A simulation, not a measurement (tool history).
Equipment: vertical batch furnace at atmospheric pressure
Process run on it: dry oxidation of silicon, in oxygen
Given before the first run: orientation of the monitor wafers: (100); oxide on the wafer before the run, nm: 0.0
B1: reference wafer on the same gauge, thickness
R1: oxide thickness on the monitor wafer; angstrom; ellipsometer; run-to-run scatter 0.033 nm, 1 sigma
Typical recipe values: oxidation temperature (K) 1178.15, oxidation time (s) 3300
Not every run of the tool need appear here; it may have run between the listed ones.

run 1 day=0.000 | oxidation_temperature_(K)=1164.15 oxidation_time_(s)=3720 | B1=18.19 | R1=165.9
run 2 day=0.371 | oxidation_temperature_(K)=1178.15 oxidation_time_(s)=2940 | B1=18.20 | R1=163.9
run 3 day=0.783 | oxidation_temperature_(K)=1178.15 oxidation_time_(s)=2940 | B1=18.21 | R1=163.6
run 4 day=1.283 | oxidation_temperature_(K)=1178.15 oxidation_time_(s)=3300 | B1=18.20 | R1=176.3
run 5 day=1.646 | oxidation_temperature_(K)=1178.15 oxidation_time_(s)=2190 | B1=18.19 | R1=134.0
run 6 day=2.296 | oxidation_temperature_(K)=1178.15 oxidation_time_(s)=3300 | B1=18.20 | R1=176.5
run 7 day=2.658 | oxidation_temperature_(K)=1178.15 oxidation_time_(s)=3300 | B1=18.20 | R1=176.2
run 8 day=3.125 | oxidation_temperature_(K)=1178.15 oxidation_time_(s)=3300 | B1=18.20 | R1=176.3
run 9 day=3.525 | oxidation_temperature_(K)=1178.15 oxidation_time_(s)=2490 | B1=18.20 | R1=146.1
run 10 day=4.117 | oxidation_temperature_(K)=1178.15 oxidation_time_(s)=2130 | B1=18.21 | R1=131.5
run 11 day=4.621 | oxidation_temperature_(K)=1178.15 oxidation_time_(s)=2130 | B1=18.22 | R1=130.8
run 12 day=5.071 | oxidation_temperature_(K)=1178.15 oxidation_time_(s)=2130 | B1=18.19 | R1=131.3
run 13 day=5.458 | oxidation_temperature_(K)=1178.15 oxidation_time_(s)=3300 | B1=18.19 | R1=176.2
run 14 day=5.833 | oxidation_temperature_(K)=1178.15 oxidation_time_(s)=3300 | B1=18.21 | R1=176.4
run 15 day=7.912 | oxidation_temperature_(K)=1178.15 oxidation_time_(s)=3300 | B1=18.20 | R1=176.5
run 16 day=8.417 | oxidation_temperature_(K)=1178.15 oxidation_time_(s)=2100 | B1=18.20 | R1=129.7
-- day=9.938 boat lift adjusted
run 17 day=9.958 | oxidation_temperature_(K)=1178.15 oxidation_time_(s)=2100 | B1=18.20 | R1=135.2
run 18 day=10.129 | oxidation_temperature_(K)=1184.15 oxidation_time_(s)=4260 | B1=18.20 | R1=229.8
run 19 day=10.296 | oxidation_temperature_(K)=1163.15 oxidation_time_(s)=1860 | B1=18.20 | R1=105.9
run 20 day=10.467 | oxidation_temperature_(K)=1162.15 oxidation_time_(s)=2250 | B1=18.19 | R1=119.2
run 21 day=10.729 | oxidation_temperature_(K)=1170.15 oxidation_time_(s)=2490 | B1=18.21 | R1=139.0
run 22 day=11.067 | oxidation_temperature_(K)=1159.15 oxidation_time_(s)=3300 | B1=18.19 | R1=150.0
run 23 day=11.371 | oxidation_temperature_(K)=1158.15 oxidation_time_(s)=3300 | B1=18.20 | R1=148.4
run 24 day=12.012 | oxidation_temperature_(K)=1178.15 oxidation_time_(s)=4500 | B1=18.20 | R1=224.2
-- day=13.404 thermocouples replaced and temperature profile calibrated
run 25 day=13.425 | oxidation_temperature_(K)=1184.15 oxidation_time_(s)=1920 | B1=18.20 | R1=135.3
run 26 day=13.592 | oxidation_temperature_(K)=1178.15 oxidation_time_(s)=3300 | B1=18.21 | R1=182.6
run 27 day=13.767 | oxidation_temperature_(K)=1168.15 oxidation_time_(s)=3900 | B1=18.20 | R1=184.2
-- day=13.888 gauge calibrated
run 28 day=14.042 | oxidation_temperature_(K)=1200.15 oxidation_time_(s)=1830 | B1=18.21 | R1=153.1
run 29 day=14.333 | oxidation_temperature_(K)=1200.15 oxidation_time_(s)=4680 | B1=18.20 | R1=285.7
run 30 day=14.954 | oxidation_temperature_(K)=1178.15 oxidation_time_(s)=3300 | B1=18.20 | R1=182.1
run 31 day=15.346 | oxidation_temperature_(K)=1194.15 oxidation_time_(s)=4050 | B1=18.22 | R1=244.2
run 32 day=15.971 | oxidation_temperature_(K)=1178.15 oxidation_time_(s)=4530 | B1=18.20 | R1=224.1
run 33 day=16.312 | oxidation_temperature_(K)=1155.15 oxidation_time_(s)=3300 | B1=18.20 | R1=142.8
run 34 day=17.000 | oxidation_temperature_(K)=1178.15 oxidation_time_(s)=3300 | B1=18.20 | R1=182.2
run 35 day=17.400 | oxidation_temperature_(K)=1184.15 oxidation_time_(s)=2850 | B1=18.19 | R1=175.8
run 36 day=17.817 | oxidation_temperature_(K)=1169.15 oxidation_time_(s)=1650 | B1=18.20 | R1=103.2
run 37 day=18.108 | oxidation_temperature_(K)=1178.15 oxidation_time_(s)=3300 | B1=18.20 | R1=182.8
run 38 day=18.521 | oxidation_temperature_(K)=1189.15 oxidation_time_(s)=4440 | B1=18.19 | R1=247.5

Exercise: give the hidden state of the tool at every run:
true tube temperature minus thermocouple reading, K: 0 across all the runs
gauge reads high (%): 0 across all the runs
H1: monitor wafer colder than the profiled boat position, K
run=1 H1=4
run=2 H1=4.02
run=3 H1=4.04
run=4 H1=4.06
run=5 H1=4.08
run=6 H1=4.11
run=7 H1=4.13
run=8 H1=4.15
run=9 H1=4.17
run=10 H1=4.19
run=11 H1=4.22
run=12 H1=4.24
run=13 H1=4.26
run=14 H1=4.27
run=15 H1=4.37
run=16 H1=4.39
run=17 H1=0.676
run=18 H1=0.684
run=19 H1=0.691
run=20 H1=0.699
run=21 H1=0.711
run=22 H1=0.727
run=23 H1=0.741
run=24 H1=0.77
run=25 H1=0.836
run=26 H1=0.843
run=27 H1=0.851
run=28 H1=0.864
run=29 H1=0.877
run=30 H1=0.906
run=31 H1=0.924
run=32 H1=0.953
run=33 H1=0.969
run=34 H1=1
run=35 H1=1.02
run=36 H1=1.04
run=37 H1=1.05
run=38 H1=1.07
